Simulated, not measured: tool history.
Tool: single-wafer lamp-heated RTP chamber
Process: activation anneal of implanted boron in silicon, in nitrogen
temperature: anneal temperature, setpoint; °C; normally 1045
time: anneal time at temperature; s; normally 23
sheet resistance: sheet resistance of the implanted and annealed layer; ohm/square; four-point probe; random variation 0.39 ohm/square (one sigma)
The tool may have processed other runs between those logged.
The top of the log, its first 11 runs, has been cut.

| run | hour | temperature | time | wafers since the last listed run | wafers since the last pyrometer calibration | wafers since the reflector plate was cleaned | hours since the gauge calibration | read-back reference wafer on the same gauge, sheet resistance | sheet resistance |
|---|---|---|---|---|---|---|---|---|---|
| 12 | 129.8 | 1045 | 16 | 108 | 2202 | 1483 | 428.2 | 293.01 | 264.09 |
| 13 | 138.0 | 1045 | 16 | 82 | 2285 | 1566 | 436.4 | 292.98 | 263.74 |
| 14 | 144.2 | 1045 | 23 | 62 | 2347 | 1628 | 442.6 | 293.03 | 263.47 |
| 15 | 193.1 | 1031 | 26 | 493 | 2841 | 2122 | 491.5 | 293.06 | 262.79 |
| 16 | 214.2 | 1031 | 26 | 213 | 3054 | 2335 | 512.6 | 292.95 | 264.39 |
| 17 | 225.0 | 1045 | 31 | 109 | 3163 | 2444 | 523.4 | 293.08 | 262.21 |
| 18 | 240.1 | 1054 | 35 | 152 | 3316 | 2597 | 538.5 | 293.12 | 261.20 |
|  | 249.4 | gauge calibrated |
| 19 | 251.8 | 1045 | 23 | 118 | 3434 | 2715 | 2.4 | 293.08 | 262.69 |
| 20 | 259.3 | 1072 | 17 | 75 | 3510 | 2791 | 9.9 | 293.11 | 262.60 |
| 21 | 265.5 | 1072 | 12 | 62 | 3572 | 2853 | 16.1 | 293.07 | 262.97 |
| 22 | 279.8 | 1045 | 13 | 144 | 3717 | 2998 | 30.4 | 292.96 | 263.92 |
|  | 301.6 | pyrometer window cleaned and pyrometer calibrated |
|  | 315.4 | reflector plate cleaned |
| 23 | 327.9 | 1023 | 19 | 324 | 184 | 125 | 78.5 | 293.08 | 265.27 |
| 24 | 342.2 | 1065 | 34 | 144 | 329 | 270 | 92.8 | 292.82 | 259.61 |
| 25 | 359.7 | 1067 | 15 | 176 | 505 | 447 | 110.3 | 293.01 | 262.37 |
| 26 | 375.7 | 1037 | 23 | 161 | 667 | 608 | 126.3 | 293.10 | 263.33 |
| 27 | 393.6 | 1072 | 12 | 180 | 848 | 789 | 144.2 | 293.06 | 263.39 |
| 28 | 404.6 | 1045 | 23 | 111 | 959 | 900 | 155.2 | 292.83 | 262.76 |
| 29 | 413.1 | 1034 | 23 | 85 | 1045 | 986 | 163.7 | 292.93 | 264.28 |
| 30 | 428.9 | 1025 | 18 | 159 | 1204 | 1145 | 179.5 | 293.15 | 265.50 |
| 31 | 444.2 | 1054 | 18 | 154 | 1359 | 1300 | 194.8 | 293.11 | 262.53 |
| 32 | 459.2 | 1061 | 17 | 151 | 1510 | 1451 | 209.8 | 292.86 | 263.12 |
| 33 | 474.4 | 1017 | 19 | 153 | 1664 | 1605 | 225.0 | 292.85 | 265.74 |

Branching from run 33: 4 alternative next runs. What would each branch give?
| A | 474.8 | 1070 | 23 | 4 | 1668 | 1609 | 225.4 | ? | ? |
| B | 474.8 | 1016 | 16 | 4 | 1668 | 1609 | 225.4 | ? | ? |
| C | 474.8 | 1034 | 14 | 4 | 1668 | 1609 | 225.4 | ? | ? |
| D | 474.8 | 1024 | 11 | 4 | 1668 | 1609 | 225.4 | ? | ? |

| run | read-back reference wafer on the same gauge, sheet resistance | sheet resistance |
|---|---|---|
| A | 293.06 | 260.46 |
| B | 293.06 | 265.98 |
| C | 293.06 | 264.37 |
| D | 293.06 | 265.82 |
Without the tool's hidden state the same runs would have given:
| run | sheet resistance |
|---|---|
| A | 260.46 |
| B | 265.98 |
| C | 264.37 |
| D | 265.82 |
